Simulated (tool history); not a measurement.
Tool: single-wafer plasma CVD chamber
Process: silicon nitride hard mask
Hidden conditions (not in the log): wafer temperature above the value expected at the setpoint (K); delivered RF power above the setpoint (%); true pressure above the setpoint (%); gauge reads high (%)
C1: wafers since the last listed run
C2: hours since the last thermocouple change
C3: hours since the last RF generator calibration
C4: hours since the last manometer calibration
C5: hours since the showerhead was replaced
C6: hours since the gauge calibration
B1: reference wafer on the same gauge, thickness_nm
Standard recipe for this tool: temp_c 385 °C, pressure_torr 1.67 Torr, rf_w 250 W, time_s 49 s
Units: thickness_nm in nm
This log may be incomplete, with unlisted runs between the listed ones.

run 1 hour=0 | temp_c=385 pressure_torr=1.67 rf_w=250 time_s=49 | C1=0 C2=1352.7 C3=1491.8 C4=914.6 C5=5784.4 C6=981.8 | B1=51.12 | thickness_nm=51.069
-- hour=38.1 RF generator calibrated
run 2 hour=88 | temp_c=385 pressure_torr=1.67 rf_w=250 time_s=49 | C1=915 C2=1440.7 C3=49.9 C4=1002.6 C5=5872.4 C6=1069.8 | B1=51.079 | thickness_nm=50.945
run 3 hour=127.2 | temp_c=385 pressure_torr=1.67 rf_w=250 time_s=49 | C1=448 C2=1479.9 C3=89.1 C4=1041.8 C5=5911.6 C6=1109 | B1=51.025 | thickness_nm=51.209
run 4 hour=315.9 | temp_c=385 pressure_torr=1.67 rf_w=250 time_s=49 | C1=2159 C2=1668.6 C3=277.8 C4=1230.5 C5=6100.3 C6=1297.7 | B1=51.019 | thickness_nm=51.125
-- hour=366.1 gauge calibrated
run 5 hour=377.3 | temp_c=385 pressure_torr=1.67 rf_w=250 time_s=49 | C1=702 C2=1730 C3=339.2 C4=1291.9 C5=6161.7 C6=11.2 | B1=53.551 | thickness_nm=53
run 6 hour=473.3 | temp_c=385 pressure_torr=1.67 rf_w=250 time_s=49 | C1=1098 C2=1826 C3=435.2 C4=1387.9 C5=6257.7 C6=107.2 | B1=53.002 | thickness_nm=53.52
-- hour=541.4 capacitance manometer re-zeroed and calibrated
run 7 hour=566.1 | temp_c=385 pressure_torr=1.67 rf_w=250 time_s=49 | C1=970 C2=1918.8 C3=528 C4=24.7 C5=6350.5 C6=200 | B1=52.582 | thickness_nm=52.455
run 8 hour=641.9 | temp_c=385 pressure_torr=1.67 rf_w=250 time_s=49 | C1=867 C2=1994.6 C3=603.8 C4=100.5 C5=6426.3 C6=275.8 | B1=52.368 | thickness_nm=52.302
-- hour=656 showerhead replaced
run 9 hour=744.5 | temp_c=379 pressure_torr=1.67 rf_w=250 time_s=56.5 | C1=1082 C2=2097.2 C3=706.4 C4=203.1 C5=88.5 C6=378.4 | B1=51.975 | thickness_nm=60.042
run 10 hour=843.6 | temp_c=379 pressure_torr=1.67 rf_w=250 time_s=56.5 | C1=1134 C2=2196.3 C3=805.5 C4=302.2 C5=187.6 C6=477.5 | B1=51.746 | thickness_nm=59.722
run 11 hour=913.2 | temp_c=385 pressure_torr=1.67 rf_w=250 time_s=49 | C1=796 C2=2265.9 C3=875.1 C4=371.8 C5=257.2 C6=547.1 | B1=51.641 | thickness_nm=51.72
-- hour=922.4 thermocouple changed; heater temperature recalibrated
run 12 hour=969.9 | temp_c=385 pressure_torr=1.67 rf_w=250 time_s=49 | C1=557 C2=47.5 C3=931.8 C4=428.5 C5=313.9 C6=603.8 | B1=51.576 | thickness_nm=51.55
run 13 hour=1064.8 | temp_c=385 pressure_torr=1.67 rf_w=250 time_s=49 | C1=1086 C2=142.4 C3=1026.7 C4=523.4 C5=408.8 C6=698.7 | B1=51.4 | thickness_nm=51.98
run 14 hour=1131.7 | temp_c=385 pressure_torr=1.67 rf_w=250 time_s=49 | C1=765 C2=209.3 C3=1093.6 C4=590.3 C5=475.7 C6=765.6 | B1=51.337 | thickness_nm=51.661
run 15 hour=1232.4 | temp_c=394 pressure_torr=1.28 rf_w=220 time_s=49 | C1=1152 C2=310 C3=1194.3 C4=691 C5=576.4 C6=866.3 | B1=51.192 | thickness_nm=42.305
run 16 hour=1280.2 | temp_c=385 pressure_torr=1.67 rf_w=290 time_s=58.7 | C1=547 C2=357.8 C3=1242.1 C4=738.8 C5=624.2 C6=914.1 | B1=51.258 | thickness_nm=68.343
run 17 hour=1380.8 | temp_c=372 pressure_torr=1.46 rf_w=225 time_s=57.7 | C1=1151 C2=458.4 C3=1342.7 C4=839.4 C5=724.8 C6=1014.7 | B1=51.164 | thickness_nm=53.191
run 18 hour=1457 | temp_c=376 pressure_torr=1.67 rf_w=220 time_s=49 | C1=872 C2=534.6 C3=1418.9 C4=915.6 C5=801 C6=1090.9 | B1=51.148 | thickness_nm=46.138
run 19 hour=1505.5 | temp_c=399 pressure_torr=2.05 rf_w=250 time_s=58.6 | C1=555 C2=583.1 C3=1467.4 C4=964.1 C5=849.5 C6=1139.4 | B1=51.17 | thickness_nm=65.303
run 20 hour=1566 | temp_c=385 pressure_torr=1.67 rf_w=250 time_s=49 | C1=692 C2=643.6 C3=1527.9 C4=1024.6 C5=910 C6=1199.9 | B1=51.183 | thickness_nm=50.964
-- hour=1601.7 RF generator calibrated
run 21 hour=1637 | temp_c=397 pressure_torr=1.29 rf_w=205 time_s=55.9 | C1=721 C2=714.6 C3=35.3 C4=1095.6 C5=981 C6=1270.9 | B1=51.046 | thickness_nm=45.737
-- hour=1639.9 gauge calibrated
-- hour=1695.6 capacitance manometer re-zeroed and calibrated
run 22 hour=1696.1 | temp_c=385 pressure_torr=1.67 rf_w=250 time_s=54.4 | C1=584 C2=773.7 C3=94.4 C4=0.5 C5=1040.1 C6=56.2 | B1=53.696 | thickness_nm=59.377
run 23 hour=1771.1 | temp_c=385 pressure_torr=1.67 rf_w=250 time_s=49 | C1=858 C2=848.7 C3=169.4 C4=75.5 C5=1115.1 C6=131.2 | B1=53.283 | thickness_nm=53.559
run 24 hour=1825 | temp_c=385 pressure_torr=1.91 rf_w=215 time_s=49 | C1=616 C2=902.6 C3=223.3 C4=129.4 C5=1169 C6=185.1 | B1=53.076 | thickness_nm=48.407
run 25 hour=1890.2 | temp_c=385 pressure_torr=1.67 rf_w=250 time_s=49 | C1=746 C2=967.8 C3=288.5 C4=194.6 C5=1234.2 C6=250.3 | B1=52.755 | thickness_nm=52.57
run 26 hour=1993.7 | temp_c=373 pressure_torr=1.5 rf_w=230 time_s=49 | C1=1184 C2=1071.3 C3=392 C4=298.1 C5=1337.7 C6=353.8 | B1=52.464 | thickness_nm=47.496
run 27 hour=2249.1 | temp_c=385 pressure_torr=1.67 rf_w=250 time_s=49 | C1=2923 C2=1326.7 C3=647.4 C4=553.5 C5=1593.1 C6=609.2 | B1=51.895 | thickness_nm=52.007

5 options for the next run, each taken on its own from the tool as it stands now. Forecast them:
run A hour=2249.5 | temp_c=385 pressure_torr=1.67 rf_w=250 time_s=49 | C1=4 C2=1327.1 C3=647.8 C4=553.9 C5=1593.5 C6=609.6 | B1=? | thickness_nm=?
run B hour=2249.5 | temp_c=379 pressure_torr=1.67 rf_w=265 time_s=46 | C1=4 C2=1327.1 C3=647.8 C4=553.9 C5=1593.5 C6=609.6 | B1=? | thickness_nm=?
run C hour=2249.5 | temp_c=376 pressure_torr=1.9 rf_w=235 time_s=44.7 | C1=4 C2=1327.1 C3=647.8 C4=553.9 C5=1593.5 C6=609.6 | B1=? | thickness_nm=?
run D hour=2249.5 | temp_c=385 pressure_torr=1.91 rf_w=250 time_s=58.7 | C1=4 C2=1327.1 C3=647.8 C4=553.9 C5=1593.5 C6=609.6 | B1=? | thickness_nm=?
run E hour=2249.5 | temp_c=399 pressure_torr=1.67 rf_w=230 time_s=39.5 | C1=4 C2=1327.1 C3=647.8 C4=553.9 C5=1593.5 C6=609.6 | B1=? | thickness_nm=?

run=A B1=51.911 thickness_nm=52.336
run=B B1=51.911 thickness_nm=51.628
run=C B1=51.911 thickness_nm=47.26
run=D B1=51.911 thickness_nm=65.139
run=E B1=51.911 thickness_nm=39.19
The same runs, with their run-to-run variation unchanged, on a tool lacking any hidden condition would have given:
run=A thickness_nm=54.335
run=B thickness_nm=53.6
run=C thickness_nm=49.065
run=D thickness_nm=67.626
run=E thickness_nm=40.687
